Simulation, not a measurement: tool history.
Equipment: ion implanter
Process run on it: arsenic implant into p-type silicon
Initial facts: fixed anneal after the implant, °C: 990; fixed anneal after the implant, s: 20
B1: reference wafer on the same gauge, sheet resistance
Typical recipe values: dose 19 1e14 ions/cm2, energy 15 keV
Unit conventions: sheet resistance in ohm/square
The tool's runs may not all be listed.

Run 1, hour 0: usual settings but dose 17.63 1e14 ions/cm2, energy 18 keV; B1 124.89. Result: sheet resistance 133.44 ohm/square.
Run 2, hour 35.5: usual settings but dose 17.63 1e14 ions/cm2, energy 18 keV; B1 124.95. Result: sheet resistance 134.84 ohm/square.
Run 3, hour 90.8: usual settings but dose 17.63 1e14 ions/cm2, energy 18 keV; B1 125.41. Result: sheet resistance 134.49 ohm/square.
Run 4, hour 156.6: usual settings but dose 17.61 1e14 ions/cm2; B1 126.04. Result: sheet resistance 144.22 ohm/square.
Run 5, hour 205.3: usual settings but dose 17.61 1e14 ions/cm2; B1 126.33. Result: sheet resistance 144.27 ohm/square.
At hour 221.5: gauge calibrated.
Run 6, hour 272.9: usual settings but dose 17.61 1e14 ions/cm2; B1 122.95. Result: sheet resistance 139.82 ohm/square.
Run 7, hour 331.1: usual settings; B1 123.02. Result: sheet resistance 137.23 ohm/square.
At hour 340.1: Faraday cup replaced and dose calibrated.
At hour 344.1: extraction supply calibrated.
Run 8, hour 392.9: usual settings but energy 18.5 keV; B1 123.2. Result: sheet resistance 128.92 ohm/square.

Estimate the outcome of run 9 from the log above:
Run 9, hour 434.8: usual settings but dose 22.98 1e14 ions/cm2; B1 ?. Result: sheet resistance ?.

{"run 9": {"B1": 123.37, "sheet resistance": 134.53}}
The same run, on a tool lacking any hidden state, would have yielded sheet resistance 134.26 ohm/square.
